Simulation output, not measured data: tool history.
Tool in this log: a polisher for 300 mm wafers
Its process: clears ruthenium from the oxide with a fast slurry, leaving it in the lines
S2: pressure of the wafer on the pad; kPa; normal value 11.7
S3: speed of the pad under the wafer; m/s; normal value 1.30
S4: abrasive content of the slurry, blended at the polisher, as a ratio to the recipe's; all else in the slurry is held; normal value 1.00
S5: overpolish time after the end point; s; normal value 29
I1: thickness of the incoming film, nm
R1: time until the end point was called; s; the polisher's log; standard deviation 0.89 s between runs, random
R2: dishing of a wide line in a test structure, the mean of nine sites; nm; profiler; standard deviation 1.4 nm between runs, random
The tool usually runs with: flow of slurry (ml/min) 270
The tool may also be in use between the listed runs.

{"run": 1, "hour": 0.0, "flow of slurry (ml/min)": 270, "S2": 11.7, "S3": 1.16, "S4": 1.0, "S5": 29, "I1": 281.8, "R1": 97.1, "R2": 56.8}
{"run": 2, "hour": 7.6, "flow of slurry (ml/min)": 270, "S2": 11.7, "S3": 1.3, "S4": 1.0, "S5": 29, "I1": 281.1, "R1": 87.4, "R2": 60.9}
{"run": 3, "hour": 21.4, "flow of slurry (ml/min)": 270, "S2": 11.7, "S3": 1.3, "S4": 1.0, "S5": 29, "I1": 283.8, "R1": 89.0, "R2": 64.2}
{"run": 4, "hour": 36.7, "flow of slurry (ml/min)": 270, "S2": 11.7, "S3": 1.3, "S4": 1.0, "S5": 29, "I1": 277.7, "R1": 87.0, "R2": 60.4}
{"run": 5, "hour": 54.3, "flow of slurry (ml/min)": 270, "S2": 11.7, "S3": 1.3, "S4": 1.0, "S5": 29, "I1": 278.6, "R1": 84.9, "R2": 63.5}
{"run": 6, "hour": 60.7, "flow of slurry (ml/min)": 270, "S2": 11.7, "S3": 1.3, "S4": 1.0, "S5": 29, "I1": 279.8, "R1": 84.7, "R2": 62.7}
{"run": 7, "hour": 76.9, "flow of slurry (ml/min)": 270, "S2": 11.7, "S3": 1.3, "S4": 1.0, "S5": 29, "I1": 280.0, "R1": 85.5, "R2": 62.1}
{"run": 8, "hour": 93.8, "flow of slurry (ml/min)": 270, "S2": 11.7, "S3": 1.3, "S4": 1.0, "S5": 29, "I1": 280.4, "R1": 86.9, "R2": 62.8}
{"run": 9, "hour": 101.2, "flow of slurry (ml/min)": 205, "S2": 11.7, "S3": 1.3, "S4": 1.0, "S5": 40, "I1": 276.2, "R1": 88.8, "R2": 76.1}
{"run": 10, "hour": 112.5, "flow of slurry (ml/min)": 205, "S2": 11.7, "S3": 1.3, "S4": 1.0, "S5": 40, "I1": 280.9, "R1": 91.4, "R2": 74.4}
{"run": 11, "hour": 119.8, "flow of slurry (ml/min)": 205, "S2": 11.7, "S3": 1.3, "S4": 1.0, "S5": 40, "I1": 275.6, "R1": 92.6, "R2": 75.7}
{"run": 12, "hour": 137.9, "flow of slurry (ml/min)": 270, "S2": 11.7, "S3": 1.3, "S4": 1.0, "S5": 29, "I1": 286.0, "R1": 82.2, "R2": 66.7}
{"run": 13, "hour": 153.9, "flow of slurry (ml/min)": 270, "S2": 11.7, "S3": 1.16, "S4": 1.0, "S5": 29, "I1": 283.0, "R1": 86.8, "R2": 63.3}
{"run": 14, "hour": 160.3, "flow of slurry (ml/min)": 270, "S2": 11.7, "S3": 1.3, "S4": 1.0, "S5": 36, "I1": 280.1, "R1": 78.1, "R2": 77.7}
{"run": 15, "hour": 177.7, "flow of slurry (ml/min)": 185, "S2": 8.3, "S3": 1.62, "S4": 0.8, "S5": 29, "I1": 283.4, "R1": 106.1, "R2": 53.9}
{"run": 16, "hour": 188.3, "flow of slurry (ml/min)": 270, "S2": 11.7, "S3": 1.3, "S4": 1.0, "S5": 29, "I1": 282.5, "R1": 82.6, "R2": 65.9}
{"run": 17, "hour": 200.5, "flow of slurry (ml/min)": 270, "S2": 11.7, "S3": 1.3, "S4": 1.0, "S5": 29, "I1": 278.5, "R1": 81.4, "R2": 65.9}
{"run": 18, "hour": 218.2, "flow of slurry (ml/min)": 270, "S2": 11.7, "S3": 1.16, "S4": 1.0, "S5": 14, "I1": 281.0, "R1": 93.1, "R2": 32.3}
{"run": 19, "hour": 230.6, "flow of slurry (ml/min)": 270, "S2": 11.7, "S3": 1.3, "S4": 1.0, "S5": 17, "I1": 283.8, "R1": 80.4, "R2": 43.2}
{"run": 20, "hour": 236.0, "flow of slurry (ml/min)": 270, "S2": 15.2, "S3": 1.18, "S4": 1.15, "S5": 29, "I1": 277.5, "R1": 64.7, "R2": 79.1}
{"run": 21, "hour": 252.5, "flow of slurry (ml/min)": 200, "S2": 11.7, "S3": 1.3, "S4": 1.0, "S5": 37, "I1": 282.1, "R1": 87.7, "R2": 75.9}
{"run": 22, "hour": 265.9, "flow of slurry (ml/min)": 270, "S2": 11.7, "S3": 1.3, "S4": 1.0, "S5": 29, "I1": 274.3, "R1": 80.3, "R2": 63.1}
{"run": 23, "hour": 275.8, "flow of slurry (ml/min)": 270, "S2": 13.8, "S3": 1.3, "S4": 1.0, "S5": 29, "I1": 278.2, "R1": 71.1, "R2": 68.9}
{"run": 24, "hour": 283.0, "flow of slurry (ml/min)": 270, "S2": 15.2, "S3": 1.5, "S4": 1.15, "S5": 22, "I1": 275.7, "R1": 53.4, "R2": 72.5}
{"run": 25, "hour": 300.5, "flow of slurry (ml/min)": 270, "S2": 11.7, "S3": 1.3, "S4": 1.0, "S5": 29, "I1": 278.7, "R1": 85.1, "R2": 62.5}
{"run": 26, "hour": 311.1, "flow of slurry (ml/min)": 270, "S2": 11.7, "S3": 1.3, "S4": 1.0, "S5": 29, "I1": 278.6, "R1": 86.7, "R2": 64.6}
{"run": 27, "hour": 322.8, "flow of slurry (ml/min)": 270, "S2": 13.1, "S3": 1.54, "S4": 0.85, "S5": 18, "I1": 282.9, "R1": 67.3, "R2": 53.3}
{"run": 28, "hour": 335.9, "flow of slurry (ml/min)": 270, "S2": 11.7, "S3": 1.3, "S4": 1.0, "S5": 29, "I1": 282.5, "R1": 84.6, "R2": 64.9}
{"run": 29, "hour": 345.7, "flow of slurry (ml/min)": 270, "S2": 8.3, "S3": 0.88, "S4": 0.85, "S5": 29, "I1": 275.8, "R1": 185.8, "R2": 33.9}
{"run": 30, "hour": 363.1, "flow of slurry (ml/min)": 215, "S2": 11.7, "S3": 1.3, "S4": 0.85, "S5": 29, "I1": 279.5, "R1": 93.5, "R2": 59.7}

Taken out of this log: 7 entries between the listed runs. Where each belongs, and how the hidden state differs across it:
Runs 4 to 5: worn pad replaced by a new one (hour 53.9)
  removal rate lost through wear of the pad, %: 5.68 -> 1.13; abrasive missing from the slurry, %: 28 -> 28.6
  the result without the hidden state subtracted from the measured one, R1: +13.0 -> +9.4 s; R2: -7.2 -> -5.4 nm
Runs 11 to 12: slurry blender recalibrated (hour 131.9); head pressure recalibrated (hour 137.4)
  removal rate lost through wear of the pad, %: 5.85 -> 6.14; abrasive missing from the slurry, %: 30.3 -> 1.58
  the result without the hidden state subtracted from the measured one, R1: +14.8 -> +5.4 s; R2: -8.6 -> -3.2 nm
Runs 12 to 13: worn pad replaced by a new one (hour 147.1)
  removal rate lost through wear of the pad, %: 6.14 -> 1.1; abrasive missing from the slurry, %: 1.58 -> 4.98
  the result without the hidden state subtracted from the measured one, R1: +5.4 -> +2.3 s; R2: -3.2 -> -1.2 nm
Runs 18 to 19: slurry nozzle cleaned (hour 224.4); worn pad replaced by a new one (hour 230.1)
  removal rate lost through wear of the pad, %: 4.91 -> 0.722; abrasive missing from the slurry, %: 15.1 -> 16.6
  the result without the hidden state subtracted from the measured one, R1: +9.0 -> +5.0 s; R2: -3.0 -> -2.3 nm
Runs 26 to 27: worn pad replaced by a new one (hour 322.0)
  removal rate lost through wear of the pad, %: 5.67 -> 0.452; abrasive missing from the slurry, %: 23.2 -> 23.9
  the result without the hidden state subtracted from the measured one, R1: +11.4 -> +6.2 s; R2: -6.7 -> -4.0 nm
